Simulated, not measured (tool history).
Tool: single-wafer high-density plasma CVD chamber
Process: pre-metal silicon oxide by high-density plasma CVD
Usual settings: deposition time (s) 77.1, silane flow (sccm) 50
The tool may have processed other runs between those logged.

run,hour,deposition time (s),silane flow (sccm),"read-back reference wafer on the same gauge, thickness_nm",mean film thickness on the monitor wafer (nm)
1,0.0,86.5,50,444.170,443.835
2,14.9,86.5,50,443.855,441.946
3,25.4,77.1,50,444.049,394.480
4,42.5,77.1,53,443.996,418.583
5,51.2,77.1,53,444.064,417.223
6,62.5,77.1,50,443.998,396.114
7,72.5,77.1,50,443.800,397.024
8,81.3,77.1,50,443.744,396.128
9,93.9,77.1,50,443.955,396.468
10,100.9,77.1,50,443.952,395.314
11,109.9,77.1,43,444.011,347.095
12,123.1,81.7,44,443.942,374.937
# hour 123.9: gauge calibrated
13,129.3,81.7,44,444.013,377.459
14,137.5,81.7,44,444.087,375.525
15,146.7,77.1,54,444.085,426.638
# hour 155.1: silane flow controller replaced
16,155.6,77.1,50,444.203,380.051
17,174.4,77.1,50,443.916,380.072
18,189.6,77.1,56,443.983,419.002
19,197.4,70.0,59,443.822,399.515
20,203.7,84.6,53,443.974,438.293
21,213.1,77.1,50,444.375,379.080
22,222.2,77.1,50,444.078,380.315
23,232.7,77.1,50,443.930,380.485
24,239.6,77.1,50,444.117,380.032

The next listed run, before its measurement:
25,256.4,87.2,43,?,?

read-back reference wafer on the same gauge, thickness_nm: 444.056
mean film thickness on the monitor wafer (nm): 375.079
The same run, on a tool lacking any hidden state, would have yielded mean film thickness on the monitor wafer (nm) 369.982.

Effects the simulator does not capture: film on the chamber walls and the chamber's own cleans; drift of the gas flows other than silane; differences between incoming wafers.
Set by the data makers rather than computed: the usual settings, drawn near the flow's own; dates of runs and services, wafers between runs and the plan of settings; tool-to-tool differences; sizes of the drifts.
